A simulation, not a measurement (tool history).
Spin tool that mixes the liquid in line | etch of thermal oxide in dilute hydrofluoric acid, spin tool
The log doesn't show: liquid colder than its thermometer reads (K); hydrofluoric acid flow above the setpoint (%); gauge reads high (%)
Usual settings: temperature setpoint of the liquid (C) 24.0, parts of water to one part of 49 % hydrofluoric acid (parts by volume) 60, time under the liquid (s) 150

| run | hour | temperature setpoint of the liquid (C) | parts of water to one part of 49 % hydrofluoric acid (parts by volume) | time under the liquid (s) | wafers since the last listed run | hours since the thermometer was replaced | hours since the hydrofluoric acid flow meter was replaced | hours since the gauge calibration | read-back film thickness of the thermal oxide reference wafer, read on the same gauge (nm) | thickness taken off the thermal oxide on a monitor wafer (Å) |
|---|---|---|---|---|---|---|---|---|---|---|
| 1 | 0.0 | 24.0 | 60 | 150 | 0 | 2213.7 | 1278.4 | 42.1 | 29.99 | 118.9 |
| 2 | 16.6 | 24.0 | 60 | 150 | 144 | 2230.3 | 1295.0 | 58.7 | 30.01 | 118.6 |
| 3 | 29.5 | 24.0 | 60 | 150 | 111 | 2243.2 | 1307.9 | 71.6 | 30.03 | 119.2 |
| 4 | 45.7 | 24.0 | 60 | 170 | 140 | 2259.4 | 1324.1 | 87.8 | 29.97 | 134.5 |
| 5 | 61.0 | 24.0 | 60 | 170 | 132 | 2274.7 | 1339.4 | 103.1 | 29.99 | 134.0 |
| 6 | 82.1 | 24.0 | 60 | 170 | 183 | 2295.8 | 1360.5 | 124.2 | 29.96 | 133.8 |
| 7 | 99.0 | 24.0 | 60 | 150 | 146 | 2312.7 | 1377.4 | 141.1 | 30.03 | 119.0 |
| 8 | 124.8 | 24.0 | 60 | 150 | 223 | 2338.5 | 1403.2 | 166.9 | 29.97 | 118.5 |
| 9 | 138.9 | 24.0 | 60 | 150 | 122 | 2352.6 | 1417.3 | 181.0 | 30.01 | 118.4 |
| 10 | 152.9 | 24.0 | 60 | 130 | 121 | 2366.6 | 1431.3 | 195.0 | 30.00 | 102.0 |
|  | 157.6 | gauge calibrated |
| 11 | 159.3 | 24.0 | 60 | 150 | 55 | 2373.0 | 1437.7 | 1.7 | 29.99 | 118.9 |
| 12 | 172.2 | 26.5 | 75 | 220 | 111 | 2385.9 | 1450.6 | 14.6 | 29.99 | 151.6 |
|  | 174.9 | thermometer replaced |
| 13 | 178.6 | 20.5 | 45 | 205 | 46 | 3.7 | 1457.0 | 21.0 | 30.07 | 191.0 |
| 14 | 187.9 | 24.0 | 60 | 215 | 80 | 13.0 | 1466.3 | 30.3 | 30.00 | 169.7 |
| 15 | 197.3 | 28.0 | 60 | 105 | 81 | 22.4 | 1475.7 | 39.7 | 29.93 | 98.0 |
|  | 210.6 | hydrofluoric acid flow meter replaced |
| 16 | 214.1 | 24.0 | 60 | 150 | 137 | 39.2 | 3.5 | 56.5 | 30.03 | 118.9 |
| 17 | 223.0 | 26.5 | 60 | 75 | 77 | 48.1 | 12.4 | 65.4 | 30.01 | 65.3 |
| 18 | 230.8 | 27.5 | 60 | 150 | 67 | 55.9 | 20.2 | 73.2 | 30.02 | 136.6 |
| 19 | 238.2 | 24.0 | 30 | 75 | 64 | 63.3 | 27.6 | 80.6 | 30.00 | 123.4 |
| 20 | 250.4 | 24.0 | 60 | 150 | 105 | 75.5 | 39.8 | 92.8 | 29.99 | 118.2 |
| 21 | 258.7 | 24.0 | 60 | 150 | 72 | 83.8 | 48.1 | 101.1 | 30.02 | 119.0 |
| 22 | 275.2 | 24.0 | 60 | 150 | 143 | 100.3 | 64.6 | 117.6 | 30.01 | 118.5 |

5 ways to go on from here, each from the tool as it stands after run 22. What would each give?
| A | 275.7 | 24.0 | 60 | 150 | 4 | 100.8 | 65.1 | 118.1 | ? | ? |
| B | 275.7 | 24.0 | 40 | 125 | 4 | 100.8 | 65.1 | 118.1 | ? | ? |
| C | 275.7 | 27.0 | 60 | 150 | 4 | 100.8 | 65.1 | 118.1 | ? | ? |
| D | 275.7 | 24.0 | 35 | 150 | 4 | 100.8 | 65.1 | 118.1 | ? | ? |
| E | 275.7 | 24.0 | 70 | 150 | 4 | 100.8 | 65.1 | 118.1 | ? | ? |

| run | read-back film thickness of the thermal oxide reference wafer, read on the same gauge (nm) | thickness taken off the thermal oxide on a monitor wafer (Å) |
|---|---|---|
| A | 30.00 | 118.9 |
| B | 30.00 | 152.6 |
| C | 30.00 | 134.2 |
| D | 30.00 | 210.7 |
| E | 30.00 | 100.6 |
Without the tool's hidden state the same runs would have given:
| run | thickness taken off the thermal oxide on a monitor wafer (Å) |
|---|---|
| A | 118.9 |
| B | 152.6 |
| C | 134.2 |
| D | 210.7 |
| E | 100.6 |
